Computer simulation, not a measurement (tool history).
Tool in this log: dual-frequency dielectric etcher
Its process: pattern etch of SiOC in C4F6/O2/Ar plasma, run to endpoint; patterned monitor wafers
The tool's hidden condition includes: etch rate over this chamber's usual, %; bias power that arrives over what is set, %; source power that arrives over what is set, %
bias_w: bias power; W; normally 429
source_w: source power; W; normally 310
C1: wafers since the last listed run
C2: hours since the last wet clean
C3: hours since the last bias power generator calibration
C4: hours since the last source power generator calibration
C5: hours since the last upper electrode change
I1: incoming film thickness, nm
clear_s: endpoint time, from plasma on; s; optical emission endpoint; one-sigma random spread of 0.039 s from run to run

{"run": 1, "hour": 0.0, "bias_w": 429, "source_w": 310, "C1": 0, "C2": 32.0, "C3": 1543.5, "C4": 2634.5, "C5": 4920.8, "I1": 28.46, "clear_s": 10.7}
{"run": 2, "hour": 54.6, "bias_w": 429, "source_w": 310, "C1": 677, "C2": 86.6, "C3": 1598.1, "C4": 2689.1, "C5": 4975.4, "I1": 28.34, "clear_s": 10.8}
{"run": 3, "hour": 152.8, "bias_w": 429, "source_w": 310, "C1": 1217, "C2": 184.8, "C3": 1696.3, "C4": 2787.3, "C5": 5073.6, "I1": 28.87, "clear_s": 11.1}
{"run": 4, "hour": 208.1, "bias_w": 349, "source_w": 370, "C1": 685, "C2": 240.1, "C3": 1751.6, "C4": 2842.6, "C5": 5128.9, "I1": 28.45, "clear_s": 10.9}
{"run": 5, "hour": 255.1, "bias_w": 349, "source_w": 370, "C1": 582, "C2": 287.1, "C3": 1798.6, "C4": 2889.6, "C5": 5175.9, "I1": 28.47, "clear_s": 10.9}
{"hour": 307.5, "done": "wet clean of the chamber"}
{"run": 6, "hour": 308.0, "bias_w": 429, "source_w": 270, "C1": 358, "C2": 0.5, "C3": 1851.5, "C4": 2942.5, "C5": 5228.8, "I1": 28.56, "clear_s": 11.4}
{"run": 7, "hour": 403.1, "bias_w": 429, "source_w": 270, "C1": 1179, "C2": 95.6, "C3": 1946.6, "C4": 3037.6, "C5": 5323.9, "I1": 28.49, "clear_s": 11.5}
{"hour": 493.3, "done": "bias power generator calibrated"}
{"run": 8, "hour": 494.5, "bias_w": 429, "source_w": 270, "C1": 1083, "C2": 187.0, "C3": 1.2, "C4": 3129.0, "C5": 5415.3, "I1": 28.76, "clear_s": 11.7}
{"run": 9, "hour": 573.7, "bias_w": 429, "source_w": 310, "C1": 982, "C2": 266.2, "C3": 80.4, "C4": 3208.2, "C5": 5494.5, "I1": 28.65, "clear_s": 11.1}
{"hour": 645.8, "done": "wet clean of the chamber"}
{"run": 10, "hour": 659.0, "bias_w": 429, "source_w": 330, "C1": 760, "C2": 13.2, "C3": 165.7, "C4": 3293.5, "C5": 5579.8, "I1": 28.16, "clear_s": 10.4}
{"hour": 670.7, "done": "source power generator calibrated"}
{"hour": 751.9, "done": "upper electrode replaced, of another model than before"}
{"run": 11, "hour": 953.1, "bias_w": 429, "source_w": 310, "C1": 3299, "C2": 307.3, "C3": 459.8, "C4": 282.4, "C5": 201.2, "I1": 28.69, "clear_s": 11.2}
{"hour": 1025.4, "done": "wet clean of the chamber"}
{"run": 12, "hour": 1025.9, "bias_w": 429, "source_w": 310, "C1": 605, "C2": 0.5, "C3": 532.6, "C4": 355.2, "C5": 274.0, "I1": 28.61, "clear_s": 10.6}
{"run": 13, "hour": 1051.3, "bias_w": 345, "source_w": 340, "C1": 314, "C2": 25.9, "C3": 558.0, "C4": 380.6, "C5": 299.4, "I1": 28.54, "clear_s": 11.7}
{"run": 14, "hour": 1119.2, "bias_w": 429, "source_w": 370, "C1": 841, "C2": 93.8, "C3": 625.9, "C4": 448.5, "C5": 367.3, "I1": 28.56, "clear_s": 10.2}
{"run": 15, "hour": 1174.1, "bias_w": 528, "source_w": 330, "C1": 680, "C2": 148.7, "C3": 680.8, "C4": 503.4, "C5": 422.2, "I1": 28.44, "clear_s": 9.6}
{"run": 16, "hour": 1275.2, "bias_w": 429, "source_w": 350, "C1": 1253, "C2": 249.8, "C3": 781.9, "C4": 604.5, "C5": 523.3, "I1": 28.65, "clear_s": 10.6}
{"run": 17, "hour": 1366.9, "bias_w": 392, "source_w": 270, "C1": 1137, "C2": 341.5, "C3": 873.6, "C4": 696.2, "C5": 615.0, "I1": 28.53, "clear_s": 12.1}
{"hour": 1431.6, "done": "wet clean of the chamber"}
{"run": 18, "hour": 1432.1, "bias_w": 429, "source_w": 240, "C1": 510, "C2": 0.5, "C3": 938.8, "C4": 761.4, "C5": 680.2, "I1": 28.36, "clear_s": 11.6}
{"run": 19, "hour": 1464.7, "bias_w": 384, "source_w": 260, "C1": 404, "C2": 33.1, "C3": 971.4, "C4": 794.0, "C5": 712.8, "I1": 28.24, "clear_s": 11.9}

3 options for the next run, each taken on its own from the tool as it stands now. Forecast them:
{"run": "A", "hour": 1465.1, "bias_w": 357, "source_w": 310, "C1": 4, "C2": 33.5, "C3": 971.8, "C4": 794.4, "C5": 713.2, "I1": 28.29, "clear_s": "?"}
{"run": "B", "hour": 1465.1, "bias_w": 429, "source_w": 250, "C1": 4, "C2": 33.5, "C3": 971.8, "C4": 794.4, "C5": 713.2, "I1": 28.29, "clear_s": "?"}
{"run": "C", "hour": 1465.1, "bias_w": 328, "source_w": 380, "C1": 4, "C2": 33.5, "C3": 971.8, "C4": 794.4, "C5": 713.2, "I1": 28.29, "clear_s": "?"}

run=A clear_s=11.8
run=B clear_s=11.5
run=C clear_s=11.5
Without the tool's hidden state the same runs would have given:
run=A clear_s=11.8
run=B clear_s=11.4
run=C clear_s=11.5

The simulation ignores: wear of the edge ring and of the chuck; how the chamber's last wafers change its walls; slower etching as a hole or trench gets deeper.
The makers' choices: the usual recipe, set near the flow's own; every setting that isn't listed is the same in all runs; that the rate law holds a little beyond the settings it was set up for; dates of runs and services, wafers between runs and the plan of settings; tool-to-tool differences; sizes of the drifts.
